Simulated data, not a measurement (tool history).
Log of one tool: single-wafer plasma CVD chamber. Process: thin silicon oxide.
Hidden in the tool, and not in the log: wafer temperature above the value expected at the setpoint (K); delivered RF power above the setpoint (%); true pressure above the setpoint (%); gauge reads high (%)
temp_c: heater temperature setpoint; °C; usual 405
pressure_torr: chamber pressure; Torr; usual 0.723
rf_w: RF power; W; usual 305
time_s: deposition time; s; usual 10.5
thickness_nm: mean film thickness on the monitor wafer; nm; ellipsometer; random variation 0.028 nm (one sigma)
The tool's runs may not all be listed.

run	hour	temp_c	pressure_torr	rf_w	time_s	wafers since the last listed run	hours since the last thermocouple change	hours since the last RF generator calibration	hours since the last manometer calibration	hours since the showerhead was replaced	hours since the gauge calibration	read-back reference wafer on the same gauge, thickness_nm	thickness_nm
1	0.0	413	0.723	305	10.5	0	1100.2	945.5	2300.9	7428.3	84.7	18.699	16.386
2	17.0	397	0.723	305	10.5	861	1117.2	962.5	2317.9	7445.3	101.7	18.701	16.591
3	33.9	397	0.723	305	10.5	856	1134.1	979.4	2334.8	7462.2	118.6	18.694	16.581
# hour 40.1: gauge calibrated
4	42.1	409	0.723	305	10.5	415	1142.3	987.6	2343.0	7470.4	2.0	18.696	16.419
5	53.9	405	0.723	305	10.5	597	1154.1	999.4	2354.8	7482.2	13.8	18.693	16.517
6	71.2	405	0.723	305	10.5	876	1171.4	1016.7	2372.1	7499.5	31.1	18.695	16.481
7	81.6	405	0.723	305	10.5	526	1181.8	1027.1	2382.5	7509.9	41.5	18.698	16.473
8	98.6	405	0.790	305	11.3	861	1198.8	1044.1	2399.5	7526.9	58.5	18.701	19.307
9	108.5	405	0.599	305	10.5	501	1208.7	1054.0	2409.4	7536.8	68.4	18.701	13.564
10	123.4	405	0.599	305	10.5	754	1223.6	1068.9	2424.3	7551.7	83.3	18.710	13.571
11	131.6	405	0.599	305	10.5	415	1231.8	1077.1	2432.5	7559.9	91.5	18.712	13.572
# hour 143.4: thermocouple changed; heater temperature recalibrated
12	143.9	397	0.588	305	11.7	217	0.5	1089.4	2444.8	7572.2	103.8	18.699	14.942
# hour 165.6: capacitance manometer re-zeroed and calibrated
13	166.1	418	0.587	305	10.5	719	22.7	1111.6	0.5	7594.4	126.0	18.704	13.110
14	170.5	394	0.723	305	11.1	222	27.1	1116.0	4.9	7598.8	130.4	18.698	17.563
15	186.4	394	0.723	350	12.1	805	43.0	1131.9	20.8	7614.7	146.3	18.692	19.916
# hour 202.6: gauge calibrated
# hour 207.6: RF generator calibrated
16	208.1	411	0.723	305	10.5	693	64.7	0.5	42.5	7636.4	5.5	18.703	16.824
17	208.4	405	0.723	305	10.5	15	65.0	0.8	42.8	7636.7	5.8	18.694	16.818
# hour 223.8: showerhead replaced
18	224.3	405	0.723	305	10.5	400	80.9	16.7	58.7	0.5	21.7	18.704	16.856
19	240.1	405	0.723	305	10.5	800	96.7	32.5	74.5	16.3	37.5	18.698	16.867
20	255.2	405	0.625	305	8.6	764	111.8	47.6	89.6	31.4	52.6	18.694	11.875
21	272.2	405	0.586	270	10.5	861	128.8	64.6	106.6	48.4	69.6	18.703	13.108
22	280.9	405	0.723	305	10.5	440	137.5	73.3	115.3	57.1	78.3	18.699	16.878

The tool's hidden state at each run:
wafer temperature above the value expected at the setpoint (K): 0 in every run
true pressure above the setpoint (%): 0 in every run
gauge reads high (%): 0 in every run
H1: delivered RF power above the setpoint (%)
run	H1
1	-7.25
2	-7.36
3	-7.47
4	-7.52
5	-7.59
6	-7.71
7	-7.77
8	-7.88
9	-7.95
10	-8.04
11	-8.1
12	-8.18
13	-8.32
14	-8.35
15	-8.45
16	-0.0564
17	-0.0583
18	-0.161
19	-0.263
20	-0.361
21	-0.47
22	-0.527
